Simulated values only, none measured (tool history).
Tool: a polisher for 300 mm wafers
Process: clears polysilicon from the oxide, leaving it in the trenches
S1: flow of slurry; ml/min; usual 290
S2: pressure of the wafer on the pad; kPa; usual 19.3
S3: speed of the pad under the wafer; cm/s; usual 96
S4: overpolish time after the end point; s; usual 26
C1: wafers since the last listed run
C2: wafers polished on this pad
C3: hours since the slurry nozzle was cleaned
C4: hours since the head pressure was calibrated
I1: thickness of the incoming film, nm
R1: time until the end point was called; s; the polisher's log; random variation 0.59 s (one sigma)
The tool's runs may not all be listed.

{"run": 1, "hour": 0.0, "S1": 290, "S2": 19.3, "S3": 96, "S4": 26, "C1": 0, "C2": 2006, "C3": 451.0, "C4": 1229.6, "I1": 801.7, "R1": 76.0}
{"run": 2, "hour": 36.3, "S1": 290, "S2": 19.3, "S3": 96, "S4": 26, "C1": 282, "C2": 2289, "C3": 487.3, "C4": 1265.9, "I1": 797.0, "R1": 77.0}
{"run": 3, "hour": 73.3, "S1": 290, "S2": 19.3, "S3": 118, "S4": 26, "C1": 288, "C2": 2577, "C3": 524.3, "C4": 1302.9, "I1": 797.4, "R1": 61.5}
{"run": 4, "hour": 130.3, "S1": 290, "S2": 19.3, "S3": 118, "S4": 26, "C1": 444, "C2": 3022, "C3": 581.3, "C4": 1359.9, "I1": 790.5, "R1": 62.2}
{"hour": 174.8, "done": "head pressure recalibrated"}
{"run": 5, "hour": 196.0, "S1": 290, "S2": 19.3, "S3": 118, "S4": 26, "C1": 496, "C2": 3518, "C3": 647.0, "C4": 21.2, "I1": 800.3, "R1": 62.8}
{"hour": 212.3, "done": "worn pad replaced by a new one"}
{"run": 6, "hour": 222.5, "S1": 290, "S2": 22.1, "S3": 116, "S4": 26, "C1": 175, "C2": 79, "C3": 673.5, "C4": 47.7, "I1": 815.6, "R1": 59.1}
{"hour": 272.3, "done": "slurry nozzle cleaned"}
{"run": 7, "hour": 291.7, "S1": 290, "S2": 22.1, "S3": 116, "S4": 26, "C1": 531, "C2": 610, "C3": 19.4, "C4": 116.9, "I1": 790.3, "R1": 54.2}
{"run": 8, "hour": 341.3, "S1": 290, "S2": 19.3, "S3": 96, "S4": 26, "C1": 386, "C2": 996, "C3": 69.0, "C4": 166.5, "I1": 792.0, "R1": 72.3}
{"run": 9, "hour": 412.6, "S1": 290, "S2": 19.3, "S3": 96, "S4": 26, "C1": 555, "C2": 1552, "C3": 140.3, "C4": 237.8, "I1": 816.0, "R1": 75.4}
{"run": 10, "hour": 464.3, "S1": 290, "S2": 19.3, "S3": 96, "S4": 26, "C1": 402, "C2": 1955, "C3": 192.0, "C4": 289.5, "I1": 800.5, "R1": 74.4}
{"run": 11, "hour": 500.1, "S1": 290, "S2": 19.3, "S3": 96, "S4": 26, "C1": 278, "C2": 2234, "C3": 227.8, "C4": 325.3, "I1": 799.0, "R1": 75.2}
{"run": 12, "hour": 544.2, "S1": 290, "S2": 19.3, "S3": 96, "S4": 26, "C1": 343, "C2": 2577, "C3": 271.9, "C4": 369.4, "I1": 805.2, "R1": 75.5}
{"run": 13, "hour": 601.8, "S1": 290, "S2": 19.3, "S3": 96, "S4": 26, "C1": 448, "C2": 3026, "C3": 329.5, "C4": 427.0, "I1": 800.2, "R1": 76.0}
{"run": 14, "hour": 656.1, "S1": 355, "S2": 25.5, "S3": 82, "S4": 10, "C1": 423, "C2": 3449, "C3": 383.8, "C4": 481.3, "I1": 795.0, "R1": 70.2}
{"run": 15, "hour": 727.1, "S1": 360, "S2": 19.3, "S3": 108, "S4": 26, "C1": 553, "C2": 4002, "C3": 454.8, "C4": 552.3, "I1": 785.6, "R1": 65.2}
{"hour": 762.5, "done": "worn pad replaced by a new one"}
{"run": 16, "hour": 795.8, "S1": 290, "S2": 15.2, "S3": 122, "S4": 26, "C1": 504, "C2": 259, "C3": 523.5, "C4": 621.0, "I1": 816.5, "R1": 72.1}
{"run": 17, "hour": 834.7, "S1": 290, "S2": 19.3, "S3": 114, "S4": 26, "C1": 303, "C2": 562, "C3": 562.4, "C4": 659.9, "I1": 805.1, "R1": 65.7}
{"run": 18, "hour": 900.7, "S1": 290, "S2": 13.8, "S3": 64, "S4": 26, "C1": 514, "C2": 1076, "C3": 628.4, "C4": 725.9, "I1": 805.7, "R1": 142.5}
{"run": 19, "hour": 972.7, "S1": 220, "S2": 19.3, "S3": 84, "S4": 26, "C1": 560, "C2": 1637, "C3": 700.4, "C4": 797.9, "I1": 798.4, "R1": 89.9}
{"hour": 986.1, "done": "slurry nozzle cleaned"}
{"run": 20, "hour": 1001.0, "S1": 290, "S2": 24.1, "S3": 74, "S4": 26, "C1": 212, "C2": 1850, "C3": 14.9, "C4": 826.2, "I1": 793.9, "R1": 80.3}
{"run": 21, "hour": 1065.0, "S1": 290, "S2": 19.3, "S3": 96, "S4": 26, "C1": 498, "C2": 2348, "C3": 78.9, "C4": 890.2, "I1": 805.3, "R1": 75.3}
{"run": 22, "hour": 1118.1, "S1": 290, "S2": 17.2, "S3": 96, "S4": 22, "C1": 413, "C2": 2762, "C3": 132.0, "C4": 943.3, "I1": 806.9, "R1": 80.4}
{"run": 23, "hour": 1184.9, "S1": 290, "S2": 19.3, "S3": 96, "S4": 26, "C1": 520, "C2": 3282, "C3": 198.8, "C4": 1010.1, "I1": 802.7, "R1": 74.3}
{"hour": 1225.6, "done": "worn pad replaced by a new one"}
{"run": 24, "hour": 1248.8, "S1": 235, "S2": 19.3, "S3": 74, "S4": 26, "C1": 466, "C2": 180, "C3": 262.7, "C4": 1074.0, "I1": 795.6, "R1": 98.0}

Forecast run 25:
{"hour": 1296.2, "done": "head pressure recalibrated"}
{"run": 25, "hour": 1393.8, "S1": 290, "S2": 12.4, "S3": 96, "S4": 26, "C1": 1114, "C2": 1294, "C3": 407.7, "C4": 97.6, "I1": 801.4, "R1": "?"}

Run 25 gave R1 101.3 s.
Without the tool's hidden state the same run would have given R1 97.5 s.
